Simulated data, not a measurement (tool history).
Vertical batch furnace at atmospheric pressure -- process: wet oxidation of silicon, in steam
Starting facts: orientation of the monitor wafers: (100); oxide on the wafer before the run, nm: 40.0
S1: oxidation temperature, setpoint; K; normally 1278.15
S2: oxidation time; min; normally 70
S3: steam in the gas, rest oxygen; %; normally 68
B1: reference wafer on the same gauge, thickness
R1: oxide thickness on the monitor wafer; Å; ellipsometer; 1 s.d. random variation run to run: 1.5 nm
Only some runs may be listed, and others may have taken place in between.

run   hour       S1    S2  S3      B1      R1
  1      0  1278.15    85  68  316.91  4302.6
  2   15.8  1278.15    85  68  317.47  4283.7
  3   44.9  1278.15    70  68  316.82  3820.5
  4   63.4  1278.15    70  68  316.35  3815.8
  5   80.6  1278.15    70  68  316.41    3798
  6  101.8  1278.15    70  68  315.43  3810.6
  7  114.5  1278.15    70  68  315.28  3795.1
     144.2  -- steam generator serviced
  8  144.7  1292.15    44  68  314.46  3084.5
  9  154.1  1278.15    70  68  315.06  3781.1
 10  179.4  1294.15   103  58  314.41  4782.9
     190.1  -- gauge calibrated
 11  215.2  1278.15    70  68  318.85  3815.4
     246.3  -- thermocouples replaced and temperature profile calibrated
 12  246.8  1278.15  87.5  58  317.99  3976.1
 13  277.6  1278.15  44.5  77  317.98  3081.2
 14  313.5  1264.15    47  61  317.54  2472.6
 15  349.3  1294.15    36  65  317.08  2689.6
 16  366.5  1278.15    70  68  317.23  3816.9

Forecast run 17:
 17  395.2  1289.15  102.5  61   ?   ?

Logged for run 17: B1 316.81, R1 4849.5 Å.
On a tool with no hidden condition, and with the same random variation, this run would have come out at R1 4868 Å.
